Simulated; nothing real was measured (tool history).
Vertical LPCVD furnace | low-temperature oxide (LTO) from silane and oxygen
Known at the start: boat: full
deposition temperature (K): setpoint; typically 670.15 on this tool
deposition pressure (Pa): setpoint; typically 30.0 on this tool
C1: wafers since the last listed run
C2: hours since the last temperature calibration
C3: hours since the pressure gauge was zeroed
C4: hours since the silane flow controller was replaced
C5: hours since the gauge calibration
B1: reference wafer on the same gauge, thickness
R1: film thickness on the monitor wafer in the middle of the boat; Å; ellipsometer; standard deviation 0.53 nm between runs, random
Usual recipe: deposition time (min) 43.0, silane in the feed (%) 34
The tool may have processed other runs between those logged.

{"run": 1, "hour": 0.0, "deposition temperature (K)": 670.15, "deposition pressure (Pa)": 32.0, "deposition time (min)": 43.0, "silane in the feed (%)": 34, "C1": 0, "C2": 3120.9, "C3": 2636.2, "C4": 2714.2, "C5": 141.2, "B1": 333.9, "R1": 3601.7}
{"run": 2, "hour": 14.8, "deposition temperature (K)": 670.15, "deposition pressure (Pa)": 32.0, "deposition time (min)": 43.0, "silane in the feed (%)": 34, "C1": 183, "C2": 3135.7, "C3": 2651.0, "C4": 2729.0, "C5": 156.0, "B1": 334.08, "R1": 3596.8}
{"run": 3, "hour": 41.8, "deposition temperature (K)": 670.15, "deposition pressure (Pa)": 32.0, "deposition time (min)": 43.0, "silane in the feed (%)": 34, "C1": 335, "C2": 3162.7, "C3": 2678.0, "C4": 2756.0, "C5": 183.0, "B1": 334.19, "R1": 3596.4}
{"run": 4, "hour": 65.9, "deposition temperature (K)": 670.15, "deposition pressure (Pa)": 30.0, "deposition time (min)": 47.5, "silane in the feed (%)": 34, "C1": 299, "C2": 3186.8, "C3": 2702.1, "C4": 2780.1, "C5": 207.1, "B1": 334.02, "R1": 3713.8}
{"run": 5, "hour": 81.7, "deposition temperature (K)": 670.15, "deposition pressure (Pa)": 30.0, "deposition time (min)": 47.5, "silane in the feed (%)": 34, "C1": 196, "C2": 3202.6, "C3": 2717.9, "C4": 2795.9, "C5": 222.9, "B1": 334.07, "R1": 3719.8}
{"run": 6, "hour": 99.9, "deposition temperature (K)": 679.15, "deposition pressure (Pa)": 30.0, "deposition time (min)": 43.0, "silane in the feed (%)": 34, "C1": 226, "C2": 3220.8, "C3": 2736.1, "C4": 2814.1, "C5": 241.1, "B1": 334.03, "R1": 3724.6}
{"run": 7, "hour": 119.9, "deposition temperature (K)": 679.15, "deposition pressure (Pa)": 30.0, "deposition time (min)": 43.0, "silane in the feed (%)": 34, "C1": 248, "C2": 3240.8, "C3": 2756.1, "C4": 2834.1, "C5": 261.1, "B1": 334.02, "R1": 3725.9}
{"hour": 132.6, "done": "gauge calibrated"}
{"run": 8, "hour": 144.7, "deposition temperature (K)": 670.15, "deposition pressure (Pa)": 30.0, "deposition time (min)": 47.5, "silane in the feed (%)": 31, "C1": 308, "C2": 3265.6, "C3": 2780.9, "C4": 2858.9, "C5": 12.1, "B1": 334.09, "R1": 3260.0}
{"run": 9, "hour": 166.9, "deposition temperature (K)": 670.15, "deposition pressure (Pa)": 30.0, "deposition time (min)": 58.5, "silane in the feed (%)": 34, "C1": 275, "C2": 3287.8, "C3": 2803.1, "C4": 2881.1, "C5": 34.3, "B1": 333.92, "R1": 4559.2}
{"hour": 223.2, "done": "pressure gauge zeroed"}
{"hour": 230.7, "done": "thermocouples replaced and temperature profile calibrated"}
{"hour": 264.9, "done": "silane flow controller replaced"}
{"run": 10, "hour": 265.4, "deposition temperature (K)": 660.15, "deposition pressure (Pa)": 36.7, "deposition time (min)": 43.0, "silane in the feed (%)": 40, "C1": 534, "C2": 34.7, "C3": 42.2, "C4": 0.5, "C5": 132.8, "B1": 334.02, "R1": 4751.8}
{"run": 11, "hour": 273.2, "deposition temperature (K)": 665.15, "deposition pressure (Pa)": 30.0, "deposition time (min)": 43.0, "silane in the feed (%)": 34, "C1": 96, "C2": 42.5, "C3": 50.0, "C4": 8.3, "C5": 140.6, "B1": 333.91, "R1": 3330.1}
{"run": 12, "hour": 301.1, "deposition temperature (K)": 681.15, "deposition pressure (Pa)": 32.7, "deposition time (min)": 34.0, "silane in the feed (%)": 34, "C1": 346, "C2": 70.4, "C3": 77.9, "C4": 36.2, "C5": 168.5, "B1": 333.95, "R1": 3460.6}

Predict the results of run 13:
{"run": 13, "hour": 328.4, "deposition temperature (K)": 670.15, "deposition pressure (Pa)": 30.0, "deposition time (min)": 43.0, "silane in the feed (%)": 34, "C1": 339, "C2": 97.7, "C3": 105.2, "C4": 63.5, "C5": 195.8, "B1": "?", "R1": "?"}

For run 13 the tool returned B1 333.85, R1 3525.2 Å.
On a tool with no hidden condition, and with the same random variation, this run would have come out at R1 3516.2 Å.
